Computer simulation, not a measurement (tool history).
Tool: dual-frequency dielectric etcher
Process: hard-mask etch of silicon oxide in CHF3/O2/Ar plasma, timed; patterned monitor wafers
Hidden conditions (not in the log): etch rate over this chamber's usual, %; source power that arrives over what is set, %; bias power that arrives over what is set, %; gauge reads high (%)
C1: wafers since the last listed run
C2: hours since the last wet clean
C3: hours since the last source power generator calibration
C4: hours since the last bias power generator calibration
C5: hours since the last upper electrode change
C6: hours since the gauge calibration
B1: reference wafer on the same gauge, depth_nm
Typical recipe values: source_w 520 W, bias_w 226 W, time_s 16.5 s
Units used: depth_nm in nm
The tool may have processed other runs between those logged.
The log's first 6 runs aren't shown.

run 7 hour=421 | source_w=520 bias_w=226 time_s=19.5 | C1=637 C2=159.4 C3=228.7 C4=4489 C5=2131.8 C6=1038.2 | B1=29.24 | depth_nm=41.99
run 8 hour=521.8 | source_w=520 bias_w=226 time_s=19.5 | C1=1206 C2=260.2 C3=329.5 C4=4589.8 C5=2232.6 C6=1139 | B1=29.27 | depth_nm=41.66
run 9 hour=569.3 | source_w=520 bias_w=226 time_s=19.5 | C1=568 C2=307.7 C3=377 C4=4637.3 C5=2280.1 C6=1186.5 | B1=29.29 | depth_nm=41.62
run 10 hour=651.2 | source_w=520 bias_w=258 time_s=16.5 | C1=980 C2=389.6 C3=458.9 C4=4719.2 C5=2362 C6=1268.4 | B1=29.28 | depth_nm=37.14
-- hour=771.8 wet clean of the chamber
run 11 hour=804.8 | source_w=520 bias_w=226 time_s=16.5 | C1=1550 C2=33 C3=612.5 C4=4872.8 C5=2515.6 C6=1422 | B1=29.32 | depth_nm=35.34
-- hour=1057 bias power generator calibrated
run 12 hour=1086.9 | source_w=520 bias_w=226 time_s=16.5 | C1=3327 C2=315.1 C3=894.6 C4=29.9 C5=2797.7 C6=1704.1 | B1=29.27 | depth_nm=35.21
run 13 hour=1176 | source_w=480 bias_w=226 time_s=16.5 | C1=1066 C2=404.2 C3=983.7 C4=119 C5=2886.8 C6=1793.2 | B1=29.27 | depth_nm=33.95
run 14 hour=1229.8 | source_w=490 bias_w=226 time_s=16.5 | C1=643 C2=458 C3=1037.5 C4=172.8 C5=2940.6 C6=1847 | B1=29.33 | depth_nm=34.23
-- hour=1258.5 wet clean of the chamber
run 15 hour=1317.2 | source_w=490 bias_w=226 time_s=16.5 | C1=758 C2=58.7 C3=1124.9 C4=260.2 C5=3028 C6=1934.4 | B1=29.32 | depth_nm=34.2
-- hour=1359.6 gauge calibrated
run 16 hour=1371.6 | source_w=490 bias_w=226 time_s=16.5 | C1=650 C2=113.1 C3=1179.3 C4=314.6 C5=3082.4 C6=12 | B1=29.29 | depth_nm=34.25
run 17 hour=1415.2 | source_w=520 bias_w=274 time_s=16.5 | C1=521 C2=156.7 C3=1222.9 C4=358.2 C5=3126 C6=55.6 | B1=29.34 | depth_nm=37.96
run 18 hour=1469.5 | source_w=440 bias_w=197 time_s=19.5 | C1=649 C2=211 C3=1277.2 C4=412.5 C5=3180.3 C6=109.9 | B1=29.33 | depth_nm=36.32
run 19 hour=1543.7 | source_w=520 bias_w=256 time_s=16.5 | C1=887 C2=285.2 C3=1351.4 C4=486.7 C5=3254.5 C6=184.1 | B1=29.31 | depth_nm=36.99
run 20 hour=1640.3 | source_w=470 bias_w=205 time_s=19 | C1=1155 C2=381.8 C3=1448 C4=583.3 C5=3351.1 C6=280.7 | B1=29.32 | depth_nm=36.92
run 21 hour=1712.1 | source_w=460 bias_w=178 time_s=16.5 | C1=859 C2=453.6 C3=1519.8 C4=655.1 C5=3422.9 C6=352.5 | B1=29.36 | depth_nm=30.01
-- hour=1737 upper electrode replaced
-- hour=1782.9 wet clean of the chamber
run 22 hour=1788.8 | source_w=520 bias_w=226 time_s=12.5 | C1=343 C2=5.9 C3=1596.5 C4=731.8 C5=51.8 C6=429.2 | B1=29.34 | depth_nm=26.68
run 23 hour=1857 | source_w=440 bias_w=226 time_s=12 | C1=816 C2=74.1 C3=1664.7 C4=800 C5=120 C6=497.4 | B1=29.29 | depth_nm=23.44
-- hour=1880.1 source power generator calibrated
run 24 hour=1920.8 | source_w=430 bias_w=193 time_s=18 | C1=715 C2=137.9 C3=40.7 C4=863.8 C5=183.8 C6=561.2 | B1=29.36 | depth_nm=32.74
run 25 hour=1976.4 | source_w=520 bias_w=226 time_s=16.5 | C1=665 C2=193.5 C3=96.3 C4=919.4 C5=239.4 C6=616.8 | B1=29.31 | depth_nm=35.36
run 26 hour=2082.4 | source_w=520 bias_w=267 time_s=16.5 | C1=1268 C2=299.5 C3=202.3 C4=1025.4 C5=345.4 C6=722.8 | B1=29.33 | depth_nm=37.61
run 27 hour=2125.3 | source_w=520 bias_w=264 time_s=16.5 | C1=513 C2=342.4 C3=245.2 C4=1068.3 C5=388.3 C6=765.7 | B1=29.28 | depth_nm=37.49
-- hour=2278.7 wet clean of the chamber
run 28 hour=2392.1 | source_w=490 bias_w=267 time_s=20 | C1=2905 C2=113.4 C3=512 C4=1335.1 C5=655.1 C6=1032.5 | B1=29.27 | depth_nm=44.17
run 29 hour=2473.8 | source_w=520 bias_w=246 time_s=12.5 | C1=977 C2=195.1 C3=593.7 C4=1416.8 C5=736.8 C6=1114.2 | B1=29.26 | depth_nm=27.61
run 30 hour=2538.9 | source_w=520 bias_w=226 time_s=16.5 | C1=778 C2=260.2 C3=658.8 C4=1481.9 C5=801.9 C6=1179.3 | B1=29.26 | depth_nm=35.03

3 options for the next run, each taken on its own from the tool as it stands now. Forecast them:
run A hour=2539.3 | source_w=470 bias_w=226 time_s=16.5 | C1=4 C2=260.6 C3=659.2 C4=1482.3 C5=802.3 C6=1179.7 | B1=? | depth_nm=?
run B hour=2539.3 | source_w=520 bias_w=192 time_s=16.5 | C1=4 C2=260.6 C3=659.2 C4=1482.3 C5=802.3 C6=1179.7 | B1=? | depth_nm=?
run C hour=2539.3 | source_w=460 bias_w=245 time_s=18.5 | C1=4 C2=260.6 C3=659.2 C4=1482.3 C5=802.3 C6=1179.7 | B1=? | depth_nm=?

run=A B1=29.26 depth_nm=33.11
run=B B1=29.26 depth_nm=33.01
run=C B1=29.26 depth_nm=37.8
Stripped of hidden state, with their random variation kept, the same runs would have yielded:
run=A depth_nm=33.11
run=B depth_nm=33.01
run=C depth_nm=37.8
